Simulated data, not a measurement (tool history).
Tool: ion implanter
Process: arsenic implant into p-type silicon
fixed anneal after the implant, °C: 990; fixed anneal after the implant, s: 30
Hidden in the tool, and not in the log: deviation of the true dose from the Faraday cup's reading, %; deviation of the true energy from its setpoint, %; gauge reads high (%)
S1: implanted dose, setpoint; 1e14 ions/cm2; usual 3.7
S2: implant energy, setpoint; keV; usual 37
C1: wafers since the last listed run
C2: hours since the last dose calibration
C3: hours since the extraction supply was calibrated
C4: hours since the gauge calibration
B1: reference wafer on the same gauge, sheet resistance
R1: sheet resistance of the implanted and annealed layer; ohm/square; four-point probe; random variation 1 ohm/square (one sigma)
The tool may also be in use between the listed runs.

run	hour	S1	S2	C1	C2	C3	C4	B1	R1
1	0	3.7	37	0	531.6	3037.7	501.9	204.96	232.84
2	13.3	3.7	37	187	544.9	3051	515.2	205.04	232.3
3	33	3.7	37	277	564.6	3070.7	534.9	204.99	230.71
4	66	3.7	37	464	597.6	3103.7	567.9	205.17	231.49
5	96.1	3.7	37	423	627.7	3133.8	598	205.05	232.09
6	125.4	3.7	37	412	657	3163.1	627.3	204.86	230.79
7	147.5	3.7	37	311	679.1	3185.2	649.4	205.04	230.06
8	168.7	3.7	37	298	700.3	3206.4	670.6	205.22	230.03
9	192.4	3.7	37	333	724	3230.1	694.3	205.08	230.6
10	218	3.7	37	360	749.6	3255.7	719.9	205.1	231.01
11	252.9	3.7	37	491	784.5	3290.6	754.8	204.94	231.51
12	282.3	4.24	37	413	813.9	3320	784.2	205.2	208.48
# hour 288.9: gauge calibrated
13	306.3	4.24	37	337	837.9	3344	17.4	205.04	207.66
14	322.6	3.7	37	229	854.2	3360.3	33.7	204.94	230.48
# hour 336.5: extraction supply calibrated
15	337.5	3.7	37	97	869.1	1	48.6	205.15	231.49
16	365	3.7	37	387	896.6	28.5	76.1	204.88	229.25
17	378.4	3.7	37	188	910	41.9	89.5	205.13	229.4
18	401.3	3.7	37	322	932.9	64.8	112.4	204.95	230.97
19	418	4.42	49	235	949.6	81.5	129.1	205.18	192.47
20	438.2	3.7	37	284	969.8	101.7	149.3	205.03	230.88
21	471.2	4.33	46.5	464	1002.8	134.7	182.3	204.88	198.08
# hour 499.4: Faraday cup replaced and dose calibrated
22	499.9	3.21	31	291	0.5	163.4	211	205.09	271.25
23	516.7	3.7	37	236	17.3	180.2	227.8	205.05	236.81
24	543.7	3.21	27.5	380	44.3	207.2	254.8	205.19	275.65
25	562.8	3.7	37	268	63.4	226.3	273.9	204.87	237.22
26	581.3	3.7	37	260	81.9	244.8	292.4	204.84	236.59
27	606.6	4.16	28	356	107.2	270.1	317.7	205.08	224.03
28	639.4	3.1	42	461	140	302.9	350.5	204.96	264.95
29	661.8	4.02	42.5	315	162.4	325.3	372.9	204.81	216.23
30	690.4	3.2	24	402	191	353.9	401.5	205	277.99
31	725.4	4.57	30.5	492	226	388.9	436.5	204.96	206.15
32	739.2	3.2	44.5	194	239.8	402.7	450.3	204.79	254.29
33	759.3	3.7	37	283	259.9	422.8	470.4	205.18	234.64
34	784.5	3.7	33	354	285.1	448	495.6	204.83	237.05
35	804	3.7	37	274	304.6	467.5	515.1	204.94	233.92
36	824.4	4.57	27	287	325	487.9	535.5	205.08	208.54
37	855.3	2.97	46	435	355.9	518.8	566.4	204.94	266.49
38	874.7	4.04	31.5	273	375.3	538.2	585.8	204.8	221.51

Some steps in R1 between neighbouring runs. How much of each would the tool show without its hidden state too (settings, what came in, random variation), and how much is left for the hidden state, with any gauge scatter that isn't in both results?
Run 21 -> 22: S1 4.33 -> 3.21, S2 46.5 -> 31, Faraday cup replaced and dose calibrated. R1 +73.17 ohm/square: hidden state +6.88, all else +66.29.
Run 29 -> 30: S1 4.02 -> 3.2, S2 42.5 -> 24. R1 +61.76 ohm/square: hidden state -1.23, all else +62.99.
Run 30 -> 31: S1 3.2 -> 4.57, S2 24 -> 30.5. R1 -71.84 ohm/square: hidden state +0.57, all else -72.41.
Run 36 -> 37: S1 4.57 -> 2.97, S2 27 -> 46. R1 +57.95 ohm/square: hidden state -1.49, all else +59.44.
